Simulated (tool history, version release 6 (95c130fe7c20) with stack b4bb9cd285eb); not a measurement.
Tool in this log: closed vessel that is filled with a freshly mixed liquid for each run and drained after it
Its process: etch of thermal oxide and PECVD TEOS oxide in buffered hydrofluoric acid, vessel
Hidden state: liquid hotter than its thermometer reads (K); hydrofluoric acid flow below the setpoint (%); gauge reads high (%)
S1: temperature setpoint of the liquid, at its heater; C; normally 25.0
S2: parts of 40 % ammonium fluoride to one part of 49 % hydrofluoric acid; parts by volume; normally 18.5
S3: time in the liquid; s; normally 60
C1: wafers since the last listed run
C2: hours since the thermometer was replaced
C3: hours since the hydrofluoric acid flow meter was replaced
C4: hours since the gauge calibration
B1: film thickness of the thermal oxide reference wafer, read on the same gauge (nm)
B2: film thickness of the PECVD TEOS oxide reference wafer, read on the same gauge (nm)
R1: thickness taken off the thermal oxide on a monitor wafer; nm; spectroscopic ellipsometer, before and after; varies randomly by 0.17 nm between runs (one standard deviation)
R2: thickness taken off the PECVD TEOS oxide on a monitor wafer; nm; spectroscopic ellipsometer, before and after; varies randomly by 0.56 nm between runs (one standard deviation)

| run | day | S1 | S2 | S3 | C1 | C2 | C3 | C4 | B1 | B2 | R1 | R2 |
|---|---|---|---|---|---|---|---|---|---|---|---|---|
| 1 | 0.000 | 25.0 | 18.5 | 60 | 0 | 2898.8 | 1923.2 | 416.3 | 139.95 | 110.02 | 40.17 | 65.71 |
| 2 | 0.800 | 25.0 | 18.5 | 60 | 2649 | 2918.0 | 1942.4 | 435.5 | 140.03 | 109.99 | 40.25 | 66.16 |
| 3 | 1.746 | 25.0 | 18.5 | 60 | 3132 | 2940.7 | 1965.1 | 458.2 | 139.96 | 110.01 | 39.83 | 66.54 |
| 4 | 2.850 | 25.0 | 18.5 | 60 | 3657 | 2967.2 | 1991.6 | 484.7 | 140.05 | 110.02 | 40.06 | 66.66 |
| 5 | 3.704 | 25.0 | 18.5 | 40 | 2829 | 2987.7 | 2012.1 | 505.2 | 139.94 | 110.01 | 26.61 | 45.21 |
|  | 4.896 | gauge calibrated |
| 6 | 5.154 | 25.0 | 18.5 | 40 | 4802 | 3022.5 | 2046.9 | 6.2 | 139.97 | 110.02 | 26.64 | 44.13 |
| 7 | 5.812 | 25.0 | 18.5 | 60 | 2180 | 3038.3 | 2062.7 | 22.0 | 140.00 | 109.98 | 40.16 | 67.54 |
| 8 | 6.671 | 25.0 | 20.0 | 60 | 2842 | 3058.9 | 2083.3 | 42.6 | 139.96 | 110.03 | 38.11 | 63.64 |
| 9 | 8.121 | 25.0 | 18.5 | 60 | 4802 | 3093.7 | 2118.1 | 77.4 | 140.01 | 110.01 | 40.08 | 66.54 |
| 10 | 9.454 | 25.0 | 18.5 | 60 | 4416 | 3125.7 | 2150.1 | 109.4 | 139.95 | 110.01 | 40.04 | 67.06 |
| 11 | 10.888 | 21.5 | 18.5 | 75 | 4747 | 3160.1 | 2184.5 | 143.8 | 140.00 | 110.00 | 41.21 | 69.72 |
| 12 | 11.683 | 25.0 | 18.5 | 60 | 2635 | 3179.2 | 2203.6 | 162.9 | 140.02 | 109.98 | 40.15 | 66.52 |
|  | 11.992 | thermometer replaced |
|  | 12.104 | hydrofluoric acid flow meter replaced |
| 13 | 12.512 | 22.0 | 16.0 | 90 | 2470 | 12.5 | 9.8 | 182.8 | 139.97 | 109.99 | 57.74 | 96.02 |
| 14 | 13.012 | 25.0 | 18.5 | 60 | 1656 | 24.5 | 21.8 | 194.8 | 140.01 | 110.00 | 38.94 | 65.34 |
| 15 | 14.296 | 25.0 | 18.5 | 60 | 4250 | 55.3 | 52.6 | 225.6 | 140.01 | 110.00 | 39.32 | 65.39 |
| 16 | 15.133 | 27.0 | 11.5 | 50 | 2773 | 75.4 | 72.7 | 245.7 | 139.99 | 109.98 | 58.06 | 96.59 |
| 17 | 16.188 | 22.5 | 25.0 | 70 | 3491 | 100.7 | 98.0 | 271.0 | 139.98 | 110.00 | 31.57 | 52.70 |
| 18 | 17.225 | 29.0 | 12.0 | 35 | 3436 | 125.6 | 122.9 | 295.9 | 140.02 | 110.01 | 43.06 | 72.32 |
| 19 | 18.108 | 25.0 | 23.5 | 85 | 2925 | 146.8 | 144.1 | 317.1 | 139.96 | 109.97 | 45.98 | 76.65 |
| 20 | 18.638 | 27.5 | 16.0 | 75 | 1752 | 159.5 | 156.8 | 329.8 | 139.98 | 109.98 | 64.65 | 108.83 |
| 21 | 19.317 | 25.0 | 22.0 | 60 | 2249 | 175.8 | 173.1 | 346.1 | 140.02 | 110.01 | 33.83 | 56.78 |
| 22 | 20.729 | 25.0 | 18.5 | 60 | 4678 | 209.7 | 207.0 | 380.0 | 140.00 | 109.99 | 39.01 | 65.29 |
| 23 | 21.325 | 28.0 | 26.0 | 30 | 1973 | 224.0 | 221.3 | 394.3 | 140.02 | 110.00 | 17.85 | 29.94 |
| 24 | 22.188 | 21.0 | 18.5 | 60 | 2856 | 244.7 | 242.0 | 415.0 | 139.99 | 109.99 | 31.15 | 52.80 |
| 25 | 23.025 | 25.0 | 18.5 | 50 | 2773 | 264.8 | 262.1 | 435.1 | 140.02 | 109.99 | 32.60 | 54.13 |

What was the tool's hidden state at every run in the log?
gauge reads high (%): 0 in every run
H1: liquid hotter than its thermometer reads (K)
H2: hydrofluoric acid flow below the setpoint (%)
| run | H1 | H2 |
|---|---|---|
| 1 | 2.53 | 12.4 |
| 2 | 2.54 | 12.5 |
| 3 | 2.56 | 12.6 |
| 4 | 2.58 | 12.8 |
| 5 | 2.6 | 12.9 |
| 6 | 2.63 | 13 |
| 7 | 2.64 | 13.1 |
| 8 | 2.66 | 13.2 |
| 9 | 2.69 | 13.4 |
| 10 | 2.72 | 13.6 |
| 11 | 2.75 | 13.8 |
| 12 | 2.76 | 13.9 |
| 13 | 0.0317 | 0.169 |
| 14 | 0.0418 | 0.232 |
| 15 | 0.0679 | 0.392 |
| 16 | 0.0849 | 0.497 |
| 17 | 0.106 | 0.629 |
| 18 | 0.127 | 0.758 |
| 19 | 0.145 | 0.869 |
| 20 | 0.156 | 0.935 |
| 21 | 0.17 | 1.02 |
| 22 | 0.198 | 1.2 |
| 23 | 0.211 | 1.27 |
| 24 | 0.228 | 1.38 |
| 25 | 0.245 | 1.48 |

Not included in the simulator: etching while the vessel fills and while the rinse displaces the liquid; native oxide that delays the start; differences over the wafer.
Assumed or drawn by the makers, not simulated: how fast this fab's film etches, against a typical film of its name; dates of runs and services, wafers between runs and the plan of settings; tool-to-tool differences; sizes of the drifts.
